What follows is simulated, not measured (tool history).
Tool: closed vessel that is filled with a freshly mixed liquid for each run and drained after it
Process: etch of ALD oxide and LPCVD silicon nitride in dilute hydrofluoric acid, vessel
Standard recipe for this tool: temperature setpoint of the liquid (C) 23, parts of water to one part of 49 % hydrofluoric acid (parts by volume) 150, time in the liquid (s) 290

run,hour,temperature setpoint of the liquid (C),parts of water to one part of 49 % hydrofluoric acid (parts by volume),time in the liquid (s),wafers since the last listed run,hours since the thermometer was replaced,hours since the hydrofluoric acid flow meter was replaced,hours since the gauge calibration,"read-back film thickness of the ALD oxide reference wafer, read on the same gauge (nm)","read-back film thickness of the LPCVD silicon nitride reference wafer, read on the same gauge (nm)",thickness taken off the ALD oxide on a monitor wafer (nm),thickness taken off the LPCVD silicon nitride on a monitor wafer (nm)
1,0,23,150,290,0,1508.6,153.3,1764.9,39.99,139.999,58.7,0.791
2,52.1,23,95,180,5561,1560.7,205.4,1817,40.03,139.981,60.11,0.786
3,103.8,23,95,180,5518,1612.4,257.1,1868.7,39.98,139.983,61.16,0.791
4,196.7,24,200,290,9916,1705.3,350,1961.6,40.03,139.983,43.21,0.657
5,244.7,24,200,290,5123,1753.3,398,2009.6,40.01,140.028,42.85,0.683
6,296.8,23,150,290,5561,1805.4,450.1,2061.7,40,139.954,59.25,0.846
# hour 298.5: hydrofluoric acid flow meter replaced
7,359.6,23,150,290,6596,1868.2,61.1,2124.5,39.97,140.016,58.01,0.834
# hour 641.8: thermometer replaced
8,665.5,23,150,290,32546,23.7,367,2430.4,40,140.006,57.51,0.813
9,761.1,23,150,385,10204,119.3,462.6,2526,39.97,140.04,77.53,1.046
10,799.1,26.5,150,375,4056,157.3,500.6,2564,40.05,140.022,86.48,1.322
# hour 828.6: hydrofluoric acid flow meter replaced
11,895.3,26.5,150,375,10162,253.5,66.7,2660.2,40,140.007,86.99,1.281
# hour 948.1: gauge calibrated
12,963.1,26.5,150,375,7237,321.3,134.5,15,40,139.978,86.45,1.266
13,1014.7,23,150,290,5508,372.9,186.1,66.6,39.96,140.028,58.19,0.775
14,1124.1,23,150,290,11678,482.3,295.5,176,40.03,139.959,58.57,0.836
15,1189.6,23,150,290,6991,547.8,361,241.5,40.05,140,58.71,0.766
16,1240.1,23,150,290,5390,598.3,411.5,292,40.01,139.992,58.07,0.811
17,1306.2,23,150,290,7055,664.4,477.6,358.1,40.03,139.989,58.08,0.811
# hour 1310.4: hydrofluoric acid flow meter replaced
18,1357.1,21,150,290,5326,715.3,46.7,409,40.01,139.987,53.94,0.712
19,1456.6,23,115,140,10621,814.8,146.2,508.5,39.99,140.027,38.46,0.493
20,1557.6,23,150,185,10781,915.8,247.2,609.5,39.99,140.029,37.4,0.522
21,1611.9,20.5,150,340,5796,970.1,301.5,663.8,39.97,140.038,60.51,0.834
22,1655.9,23,190,450,4696,1014.1,345.5,707.8,40.04,139.951,67.82,1.047
23,1706.7,23,150,395,5422,1064.9,396.3,758.6,39.98,139.999,79.05,1.174
24,1754.7,23,150,290,5123,1112.9,444.3,806.6,39.97,139.997,58.94,0.804
# hour 1795: hydrofluoric acid flow meter replaced
25,1838.3,21.5,150,290,8817,1196.5,43.3,890.2,40.04,139.98,54.89,0.755
26,1933.9,26,125,290,10204,1292.1,138.9,985.8,40.01,140.01,80.96,1.206
27,2033.4,23,150,400,10621,1391.6,238.4,1085.3,39.98,139.988,79.96,1.216

List, for all runs, the conditions of the tool that the log does not record:
liquid colder than its thermometer reads (K): 0 across all the runs
hydrofluoric acid flow above the setpoint (%): 0 across all the runs
gauge reads high (%): 0 across all the runs
